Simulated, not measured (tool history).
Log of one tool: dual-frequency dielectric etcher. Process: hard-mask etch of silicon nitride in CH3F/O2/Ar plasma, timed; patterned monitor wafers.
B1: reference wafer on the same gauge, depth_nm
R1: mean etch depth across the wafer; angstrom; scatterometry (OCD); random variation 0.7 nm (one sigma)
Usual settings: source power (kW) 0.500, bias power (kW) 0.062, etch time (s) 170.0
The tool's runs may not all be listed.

run 1 hour=0.0 | source_power_(kW)=0.500 bias_power_(kW)=0.062 etch_time_(s)=170.0 | B1=96.0 | R1=1238
run 2 hour=8.5 | source_power_(kW)=0.500 bias_power_(kW)=0.062 etch_time_(s)=170.0 | B1=95.9 | R1=1237
run 3 hour=14.5 | source_power_(kW)=0.460 bias_power_(kW)=0.062 etch_time_(s)=170.0 | B1=96.0 | R1=1196
run 4 hour=29.1 | source_power_(kW)=0.460 bias_power_(kW)=0.062 etch_time_(s)=170.0 | B1=95.9 | R1=1194
run 5 hour=41.2 | source_power_(kW)=0.500 bias_power_(kW)=0.062 etch_time_(s)=170.0 | B1=96.0 | R1=1240
run 6 hour=57.0 | source_power_(kW)=0.500 bias_power_(kW)=0.062 etch_time_(s)=170.0 | B1=96.1 | R1=1237
-- hour=89.4 wet clean of the chamber
-- hour=112.0 upper electrode replaced
run 7 hour=112.5 | source_power_(kW)=0.500 bias_power_(kW)=0.062 etch_time_(s)=170.0 | B1=96.0 | R1=1173
run 8 hour=112.8 | source_power_(kW)=0.460 bias_power_(kW)=0.048 etch_time_(s)=170.0 | B1=96.0 | R1=1075
run 9 hour=113.2 | source_power_(kW)=0.500 bias_power_(kW)=0.062 etch_time_(s)=170.0 | B1=96.0 | R1=1180
run 10 hour=113.6 | source_power_(kW)=0.450 bias_power_(kW)=0.057 etch_time_(s)=170.0 | B1=96.0 | R1=1101
run 11 hour=113.9 | source_power_(kW)=0.500 bias_power_(kW)=0.062 etch_time_(s)=170.0 | B1=96.0 | R1=1171
run 12 hour=121.0 | source_power_(kW)=0.570 bias_power_(kW)=0.062 etch_time_(s)=192.5 | B1=96.0 | R1=1392
run 13 hour=134.0 | source_power_(kW)=0.500 bias_power_(kW)=0.062 etch_time_(s)=170.0 | B1=95.9 | R1=1171
run 14 hour=141.8 | source_power_(kW)=0.380 bias_power_(kW)=0.062 etch_time_(s)=128.0 | B1=96.0 | R1=825
run 15 hour=164.9 | source_power_(kW)=0.500 bias_power_(kW)=0.054 etch_time_(s)=170.0 | B1=96.2 | R1=1130
run 16 hour=177.2 | source_power_(kW)=0.530 bias_power_(kW)=0.046 etch_time_(s)=183.0 | B1=96.0 | R1=1213
run 17 hour=188.7 | source_power_(kW)=0.500 bias_power_(kW)=0.062 etch_time_(s)=170.0 | B1=95.9 | R1=1193
run 18 hour=199.8 | source_power_(kW)=0.410 bias_power_(kW)=0.052 etch_time_(s)=213.5 | B1=96.0 | R1=1335
run 19 hour=210.8 | source_power_(kW)=0.500 bias_power_(kW)=0.062 etch_time_(s)=170.0 | B1=96.0 | R1=1178
-- hour=218.1 bias power generator calibrated
run 20 hour=218.9 | source_power_(kW)=0.550 bias_power_(kW)=0.049 etch_time_(s)=205.0 | B1=96.1 | R1=1396
run 21 hour=226.9 | source_power_(kW)=0.500 bias_power_(kW)=0.073 etch_time_(s)=120.0 | B1=96.1 | R1=888
run 22 hour=236.5 | source_power_(kW)=0.450 bias_power_(kW)=0.067 etch_time_(s)=214.0 | B1=95.9 | R1=1490
run 23 hour=249.3 | source_power_(kW)=0.450 bias_power_(kW)=0.049 etch_time_(s)=170.0 | B1=96.0 | R1=1093
run 24 hour=260.3 | source_power_(kW)=0.500 bias_power_(kW)=0.062 etch_time_(s)=154.5 | B1=96.1 | R1=1083
run 25 hour=274.2 | source_power_(kW)=0.440 bias_power_(kW)=0.051 etch_time_(s)=217.5 | B1=96.0 | R1=1394
run 26 hour=281.8 | source_power_(kW)=0.440 bias_power_(kW)=0.051 etch_time_(s)=217.5 | B1=96.0 | R1=1401
run 27 hour=316.0 | source_power_(kW)=0.500 bias_power_(kW)=0.062 etch_time_(s)=170.0 | B1=95.9 | R1=1214
run 28 hour=324.6 | source_power_(kW)=0.450 bias_power_(kW)=0.062 etch_time_(s)=170.0 | B1=96.0 | R1=1160
run 29 hour=338.4 | source_power_(kW)=0.500 bias_power_(kW)=0.062 etch_time_(s)=170.0 | B1=95.9 | R1=1214
run 30 hour=355.4 | source_power_(kW)=0.500 bias_power_(kW)=0.062 etch_time_(s)=170.0 | B1=96.1 | R1=1207
run 31 hour=373.3 | source_power_(kW)=0.500 bias_power_(kW)=0.049 etch_time_(s)=170.0 | B1=96.1 | R1=1138

Hidden state or all else? Some run-to-run changes of R1, split into what the settings, what came in and random variation would give without the hidden state, and what is left for the hidden state (with any gauge scatter that isn't in both results):
The hidden state here: etch rate over this chamber's usual, %; source power that arrives over what is set, %; bias power that arrives over what is set, %; gauge reads high (%).
Run 6 -> 7: wet clean of the chamber, upper electrode replaced. R1 -64 angstrom: hidden state -61, all else -3.
Run 20 -> 21: source power (kW) 0.550 -> 0.500, bias power (kW) 0.049 -> 0.073, etch time (s) 205.0 -> 120.0. R1 -508 angstrom: hidden state -3, all else -505.
Run 21 -> 22: source power (kW) 0.500 -> 0.450, bias power (kW) 0.073 -> 0.067, etch time (s) 120.0 -> 214.0. R1 +602 angstrom: hidden state +7, all else +595.
Run 22 -> 23: bias power (kW) 0.067 -> 0.049, etch time (s) 214.0 -> 170.0. R1 -397 angstrom: hidden state -2, all else -395.
Run 24 -> 25: source power (kW) 0.500 -> 0.440, bias power (kW) 0.062 -> 0.051, etch time (s) 154.5 -> 217.5. R1 +311 angstrom: hidden state +6, all else +305.

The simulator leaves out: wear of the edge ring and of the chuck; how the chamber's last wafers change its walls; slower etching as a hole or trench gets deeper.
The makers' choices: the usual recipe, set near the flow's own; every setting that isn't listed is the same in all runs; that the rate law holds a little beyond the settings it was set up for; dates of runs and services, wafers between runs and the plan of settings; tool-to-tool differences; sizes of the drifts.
